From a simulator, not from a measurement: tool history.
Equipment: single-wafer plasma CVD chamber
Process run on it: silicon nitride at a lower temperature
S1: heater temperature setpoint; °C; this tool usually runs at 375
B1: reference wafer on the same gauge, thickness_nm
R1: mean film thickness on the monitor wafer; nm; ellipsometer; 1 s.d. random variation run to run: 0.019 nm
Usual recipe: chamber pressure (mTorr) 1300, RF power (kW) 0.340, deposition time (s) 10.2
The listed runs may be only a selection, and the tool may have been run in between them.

Run 1, hour 0.0: usual settings; B1 14.999. Result: R1 12.162 nm.
Run 2, hour 15.0: usual settings; B1 15.002. Result: R1 12.202 nm.
Run 3, hour 27.4: usual settings but chamber pressure (mTorr) 1370; B1 14.996. Result: R1 12.362 nm.
Run 4, hour 59.3: usual settings; B1 14.994. Result: R1 12.188 nm.
Run 5, hour 76.2: usual settings; B1 15.004. Result: R1 12.180 nm.
At hour 80.4: gauge calibrated.
Run 6, hour 99.3: usual settings; B1 14.996. Result: R1 12.158 nm.
Run 7, hour 112.0: usual settings; B1 15.001. Result: R1 12.167 nm.
Run 8, hour 146.9: usual settings; B1 15.001. Result: R1 12.164 nm.
Run 9, hour 160.9: usual settings; B1 14.999. Result: R1 12.197 nm.
Run 10, hour 183.0: usual settings; B1 14.995. Result: R1 12.153 nm.
Run 11, hour 203.1: usual settings but S1 370 °C; B1 14.998. Result: R1 12.220 nm.
Run 12, hour 223.3: usual settings but S1 369 °C, chamber pressure (mTorr) 1200; B1 15.001. Result: R1 11.977 nm.
Run 13, hour 242.2: usual settings; B1 15.005. Result: R1 12.136 nm.
At hour 262.6: showerhead replaced.
At hour 271.4: RF generator calibrated.
Run 14, hour 276.5: usual settings but chamber pressure (mTorr) 980, RF power (kW) 0.300; B1 14.999. Result: R1 10.934 nm.
Run 15, hour 302.8: usual settings but chamber pressure (mTorr) 1410; B1 14.994. Result: R1 12.756 nm.
Run 16, hour 321.4: usual settings but S1 371 °C, chamber pressure (mTorr) 1400, RF power (kW) 0.385; B1 14.996. Result: R1 13.555 nm.
Run 17, hour 345.6: usual settings but S1 371 °C, chamber pressure (mTorr) 1400, RF power (kW) 0.385; B1 14.997. Result: R1 13.482 nm.
Run 18, hour 362.8: usual settings; B1 15.001. Result: R1 12.430 nm.
At hour 385.7: thermocouple changed; heater temperature recalibrated.
Run 19, hour 396.4: usual settings but S1 363 °C, chamber pressure (mTorr) 1540; B1 15.001. Result: R1 12.959 nm.
Run 20, hour 430.5: usual settings but chamber pressure (mTorr) 990, RF power (kW) 0.380; B1 14.998. Result: R1 12.231 nm.
At hour 439.5: gauge calibrated.
At hour 442.6: capacitance manometer re-zeroed and calibrated.
Run 21, hour 459.7: usual settings; B1 14.999. Result: R1 12.321 nm.
Run 22, hour 494.4: usual settings but deposition time (s) 11.2; B1 15.004. Result: R1 13.564 nm.
Run 23, hour 512.4: usual settings but S1 369 °C, chamber pressure (mTorr) 1200; B1 14.998. Result: R1 12.133 nm.
Run 24, hour 536.9: usual settings but S1 389 °C, RF power (kW) 0.395, deposition time (s) 11.9; B1 14.999. Result: R1 15.418 nm.
Run 25, hour 560.3: usual settings but chamber pressure (mTorr) 1060, RF power (kW) 0.305; B1 15.000. Result: R1 11.064 nm.

A few steps of R1 between consecutive runs. Split each: what settings, incoming material and random variation would produce without the hidden state, and what is left over for the hidden state, along with gauge scatter present in only one of the two compared results (measured, and without hidden state):
Hidden state at play: wafer temperature above the value expected at the setpoint (K); delivered RF power above the setpoint (%); true pressure above the setpoint (%); gauge reads high (%).
Run 13 -> 14: chamber pressure (mTorr) 1300 -> 980, RF power (kW) 0.340 -> 0.300, showerhead replaced, RF generator calibrated. R1 -1.202 nm: hidden state +0.353, all else -1.555.
Run 23 -> 24: S1 369 -> 389, chamber pressure (mTorr) 1200 -> 1300, RF power (kW) 0.340 -> 0.395, deposition time (s) 10.2 -> 11.9. R1 +3.285 nm: hidden state -0.079, all else +3.364.
Run 24 -> 25: S1 389 -> 375, chamber pressure (mTorr) 1300 -> 1060, RF power (kW) 0.395 -> 0.305, deposition time (s) 11.9 -> 10.2. R1 -4.354 nm: hidden state +0.067, all else -4.421.
